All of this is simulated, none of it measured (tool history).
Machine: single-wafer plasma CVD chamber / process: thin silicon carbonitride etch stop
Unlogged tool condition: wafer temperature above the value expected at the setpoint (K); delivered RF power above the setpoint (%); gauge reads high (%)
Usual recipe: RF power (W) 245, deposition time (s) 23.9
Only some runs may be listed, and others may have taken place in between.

run	day	RF power (W)	deposition time (s)	wafers since the last listed run	hours since the last thermocouple change	hours since the last RF generator calibration	hours since the showerhead was replaced	hours since the gauge calibration	read-back reference wafer on the same gauge, thickness_nm	mean film thickness on the monitor wafer (angstrom)
1	0.000	245	25.9	0	739.8	26.8	4019.4	615.8	11.189	148.84
2	1.521	245	25.9	431	776.3	63.3	4055.9	652.3	11.167	149.17
3	5.212	245	25.9	1047	864.9	151.9	4144.5	740.9	11.206	148.54
4	8.475	230	23.9	925	943.2	230.2	4222.8	819.2	11.190	133.11
5	11.129	230	23.9	752	1006.9	293.9	4286.5	882.9	11.196	132.85
6	13.358	245	23.9	632	1060.4	347.4	4340.0	936.4	11.220	134.84
7	15.808	245	23.9	694	1119.2	406.2	4398.8	995.2	11.200	135.33
8	19.479	245	23.9	1041	1207.3	494.3	4486.9	1083.3	11.209	134.84
9	22.971	245	23.9	990	1291.1	578.1	4570.7	1167.1	11.198	134.60
10	24.629	245	23.9	470	1330.9	617.9	4610.5	1206.9	11.212	134.33
11	28.692	220	23.9	1152	1428.4	715.4	4708.0	1304.4	11.211	128.88
12	30.271	245	23.9	447	1466.3	753.3	4745.9	1342.3	11.196	135.61
13	32.529	245	21.1	640	1520.5	807.5	4800.1	1396.5	11.206	118.28
14	38.829	245	23.9	1787	1671.7	958.7	4951.3	1547.7	11.194	133.63
# day 41.879: gauge calibrated
15	42.804	220	19.5	1127	1767.1	1054.1	5046.7	22.2	11.193	104.78
# day 47.433: thermocouple changed; heater temperature recalibrated
16	47.454	215	23.9	1224	0.5	1165.7	5158.3	133.8	11.204	127.78
17	50.292	195	23.9	804	68.6	1233.8	5226.4	201.9	11.201	123.16
18	53.238	245	23.9	835	139.3	1304.5	5297.1	272.6	11.199	133.76
19	56.946	290	23.9	1051	228.3	1393.5	5386.1	361.6	11.173	142.33
# day 58.775: showerhead replaced
# day 59.096: RF generator calibrated
20	60.700	195	20.1	879	318.4	38.5	46.2	451.7	11.210	104.97
21	63.096	270	22.4	679	375.9	96.0	103.7	509.2	11.223	133.43
22	65.300	265	23.9	625	428.8	148.9	156.6	562.1	11.192	143.12
23	68.242	245	23.9	834	499.4	219.5	227.2	632.7	11.202	136.88
24	70.204	280	23.9	556	546.5	266.6	274.3	679.8	11.182	143.17
25	74.658	205	23.9	1263	653.4	373.5	381.2	786.7	11.201	127.61

What if the next run were any one of these 4? Each begins from the tool's condition after run 25:
A	74.675	245	23.9	4	653.8	373.9	381.6	787.1	?	?
B	74.675	215	26.7	4	653.8	373.9	381.6	787.1	?	?
C	74.675	285	20.3	4	653.8	373.9	381.6	787.1	?	?
D	74.675	235	22.2	4	653.8	373.9	381.6	787.1	?	?

run	read-back reference wafer on the same gauge, thickness_nm	mean film thickness on the monitor wafer (angstrom)
A	11.204	136.04
B	11.204	144.19
C	11.204	122.48
D	11.204	124.29
Stripped of hidden state, with their random variation kept, the same runs would have yielded:
run	mean film thickness on the monitor wafer (angstrom)
A	138.51
B	146.81
C	124.71
D	126.55
